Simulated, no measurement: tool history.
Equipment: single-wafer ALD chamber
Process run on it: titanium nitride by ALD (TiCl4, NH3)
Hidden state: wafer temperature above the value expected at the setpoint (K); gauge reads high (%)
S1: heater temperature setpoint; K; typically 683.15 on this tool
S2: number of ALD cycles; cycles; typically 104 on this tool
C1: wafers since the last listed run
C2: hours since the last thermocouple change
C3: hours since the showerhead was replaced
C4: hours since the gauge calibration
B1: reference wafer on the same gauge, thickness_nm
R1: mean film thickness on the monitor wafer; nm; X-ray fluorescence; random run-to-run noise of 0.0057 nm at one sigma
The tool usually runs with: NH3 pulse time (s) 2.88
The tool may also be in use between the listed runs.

run 1 day=0.000 | S1=683.15 S2=104 NH3_pulse_time_(s)=2.88 | C1=0 C2=1503.6 C3=4252.0 C4=1579.6 | B1=2.158 | R1=2.298
run 2 day=2.192 | S1=683.15 S2=104 NH3_pulse_time_(s)=2.88 | C1=67 C2=1556.2 C3=4304.6 C4=1632.2 | B1=2.160 | R1=2.295
run 3 day=6.675 | S1=677.15 S2=104 NH3_pulse_time_(s)=2.28 | C1=139 C2=1663.8 C3=4412.2 C4=1739.8 | B1=2.162 | R1=2.284
run 4 day=10.671 | S1=683.15 S2=104 NH3_pulse_time_(s)=2.88 | C1=123 C2=1759.7 C3=4508.1 C4=1835.7 | B1=2.164 | R1=2.292
run 5 day=14.200 | S1=683.15 S2=104 NH3_pulse_time_(s)=2.88 | C1=109 C2=1844.4 C3=4592.8 C4=1920.4 | B1=2.165 | R1=2.303
run 6 day=20.342 | S1=683.15 S2=104 NH3_pulse_time_(s)=2.88 | C1=190 C2=1991.8 C3=4740.2 C4=2067.8 | B1=2.167 | R1=2.303
run 7 day=24.083 | S1=683.15 S2=104 NH3_pulse_time_(s)=1.99 | C1=116 C2=2081.6 C3=4830.0 C4=2157.6 | B1=2.171 | R1=2.299
run 8 day=26.325 | S1=683.15 S2=104 NH3_pulse_time_(s)=2.88 | C1=69 C2=2135.4 C3=4883.8 C4=2211.4 | B1=2.169 | R1=2.292
run 9 day=29.867 | S1=683.15 S2=104 NH3_pulse_time_(s)=2.88 | C1=109 C2=2220.4 C3=4968.8 C4=2296.4 | B1=2.172 | R1=2.314
run 10 day=33.754 | S1=683.15 S2=104 NH3_pulse_time_(s)=2.88 | C1=120 C2=2313.7 C3=5062.1 C4=2389.7 | B1=2.174 | R1=2.303
run 11 day=35.796 | S1=683.15 S2=104 NH3_pulse_time_(s)=2.88 | C1=63 C2=2362.7 C3=5111.1 C4=2438.7 | B1=2.173 | R1=2.305
-- day=37.429 gauge calibrated
-- day=38.225 showerhead replaced
run 12 day=40.000 | S1=679.15 S2=104 NH3_pulse_time_(s)=2.88 | C1=120 C2=2463.6 C3=42.6 C4=61.7 | B1=2.134 | R1=2.255
run 13 day=43.500 | S1=673.15 S2=85 NH3_pulse_time_(s)=3.78 | C1=108 C2=2547.6 C3=126.6 C4=145.7 | B1=2.136 | R1=1.851
run 14 day=46.408 | S1=698.15 S2=111 NH3_pulse_time_(s)=3.85 | C1=90 C2=2617.4 C3=196.4 C4=215.5 | B1=2.137 | R1=2.448
run 15 day=49.333 | S1=687.15 S2=83 NH3_pulse_time_(s)=2.88 | C1=90 C2=2687.6 C3=266.6 C4=285.7 | B1=2.139 | R1=1.809
-- day=49.925 thermocouple changed; heater temperature recalibrated
run 16 day=52.742 | S1=669.15 S2=120 NH3_pulse_time_(s)=2.88 | C1=95 C2=67.6 C3=348.4 C4=367.5 | B1=2.141 | R1=2.609
run 17 day=54.554 | S1=674.15 S2=104 NH3_pulse_time_(s)=2.88 | C1=56 C2=111.1 C3=391.9 C4=411.0 | B1=2.141 | R1=2.273
run 18 day=58.254 | S1=676.15 S2=85 NH3_pulse_time_(s)=2.42 | C1=114 C2=199.9 C3=480.7 C4=499.8 | B1=2.144 | R1=1.857
run 19 day=62.467 | S1=683.15 S2=104 NH3_pulse_time_(s)=2.88 | C1=130 C2=301.0 C3=581.8 C4=600.9 | B1=2.145 | R1=2.283
run 20 day=64.879 | S1=679.15 S2=104 NH3_pulse_time_(s)=2.18 | C1=74 C2=358.9 C3=639.7 C4=658.8 | B1=2.146 | R1=2.260
run 21 day=68.988 | S1=683.15 S2=104 NH3_pulse_time_(s)=2.88 | C1=127 C2=457.5 C3=738.3 C4=757.4 | B1=2.148 | R1=2.277
run 22 day=71.788 | S1=683.15 S2=104 NH3_pulse_time_(s)=2.88 | C1=86 C2=524.7 C3=805.5 C4=824.6 | B1=2.150 | R1=2.290
run 23 day=75.017 | S1=683.15 S2=104 NH3_pulse_time_(s)=2.32 | C1=100 C2=602.2 C3=883.0 C4=902.1 | B1=2.150 | R1=2.279
run 24 day=79.458 | S1=691.15 S2=87 NH3_pulse_time_(s)=3.74 | C1=137 C2=708.8 C3=989.6 C4=1008.7 | B1=2.153 | R1=1.926
run 25 day=81.754 | S1=683.15 S2=104 NH3_pulse_time_(s)=2.88 | C1=71 C2=763.9 C3=1044.7 C4=1063.8 | B1=2.154 | R1=2.285

Forecast each of these 3 alternatives for the next run:
run A day=81.783 | S1=683.15 S2=121 NH3_pulse_time_(s)=2.88 | C1=0 C2=764.6 C3=1045.4 C4=1064.5 | B1=? | R1=?
run B day=81.783 | S1=669.15 S2=84 NH3_pulse_time_(s)=3.23 | C1=0 C2=764.6 C3=1045.4 C4=1064.5 | B1=? | R1=?
run C day=81.783 | S1=683.15 S2=104 NH3_pulse_time_(s)=2.52 | C1=0 C2=764.6 C3=1045.4 C4=1064.5 | B1=? | R1=?

run=A B1=2.154 R1=2.658
run=B B1=2.154 R1=1.842
run=C B1=2.154 R1=2.281
Had the tool no hidden state, the same runs would have come out as:
run=A R1=2.629
run=B R1=1.822
run=C R1=2.256

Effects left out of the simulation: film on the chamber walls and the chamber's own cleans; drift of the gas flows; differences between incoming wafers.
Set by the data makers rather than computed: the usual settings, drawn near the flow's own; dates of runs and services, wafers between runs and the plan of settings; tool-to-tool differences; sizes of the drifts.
